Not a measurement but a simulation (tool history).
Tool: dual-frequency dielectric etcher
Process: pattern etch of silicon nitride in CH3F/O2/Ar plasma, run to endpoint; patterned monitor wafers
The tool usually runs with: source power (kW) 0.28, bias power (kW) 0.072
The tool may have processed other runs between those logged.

run    hour  source power (kW)  bias power (kW)  incoming incoming film thickness, nm  endpoint time (s)
  1       0               0.28            0.072                                 19.67               31.6
  2    69.1               0.28            0.072                                 19.88               32.1
  3    95.6               0.28            0.072                                 19.59               31.8
  4   158.3               0.28            0.072                                 19.94               32.4
  5   227.6               0.28            0.072                                 19.84               32.7
  6   254.7               0.28            0.072                                 19.85               32.4
  7   290.3               0.28            0.072                                 19.78               32.5
  8   338.1               0.28            0.072                                 19.96               33.1
      363.7  -- wet clean of the chamber
  9   393.8               0.28            0.072                                 19.73               31.2
      431.3  -- bias power generator calibrated
 10   431.8               0.28            0.072                                 20.01               32.1
 11   471.9               0.28            0.072                                 19.61               31.5
 12   522.6               0.28            0.072                                 19.91                 32
 13   554.8               0.28            0.072                                 19.74               31.9
 14   590.5               0.28            0.072                                 19.83               32.2
 15   643.4               0.32            0.079                                 19.68               29.9
 16   689.8               0.28            0.067                                 19.59                 33
 17   719.6               0.32             0.06                                  19.8               32.3
 18   834.4               0.28            0.072                                 19.88               33.1
      885.2  -- wet clean of the chamber
 19   885.7               0.22            0.072                                 19.79               35.1
 20   938.2               0.31            0.072                                 19.79               30.3
 21   974.1               0.34            0.083                                  19.8                 28
 22    1034               0.28            0.072                                 19.79               32.1
 23  1071.7               0.28            0.065                                 19.91               33.3
     1105.8  -- source power generator calibrated
 24  1208.4               0.28            0.072                                 19.62               32.2
     1252.7  -- upper electrode replaced
 25  1253.3               0.31            0.085                                 19.87               30.1
 26  1302.9               0.33            0.087                                 19.92               29.3
 27  1332.2               0.34             0.06                                 19.79               31.9
 28  1386.1                0.3            0.054                                 19.99               34.8
       1430  -- wet clean of the chamber
 29  1443.9               0.22            0.055                                 19.49               36.8
 30  1531.2                0.3            0.062                                 19.83                 32
 31  1599.2               0.21            0.066                                 19.59               36.6
 32  1626.6               0.28            0.054                                  19.8               34.6
 33  1688.3               0.28            0.072                                 19.68                 32
 34    1748               0.34            0.062                                 19.73                 31

Alternative continuations, all from the tool just after run 34; predict every row:
  A  1748.4               0.28            0.072                                 19.85                  ?
  B  1748.4               0.34            0.085                                 19.85                  ?
  C  1748.4               0.23            0.084                                 19.85                  ?
  D  1748.4               0.28            0.063                                 19.85                  ?
  E  1748.4               0.28            0.078                                 19.85                  ?

run  endpoint time (s)
  A               32.3
  B               28.4
  C               33.6
  D               33.4
  E               31.6
The same runs, with their run-to-run variation unchanged, on a tool lacking any hidden condition would have given:
run  endpoint time (s)
  A               31.4
  B               27.6
  C               32.7
  D               32.5
  E               30.7
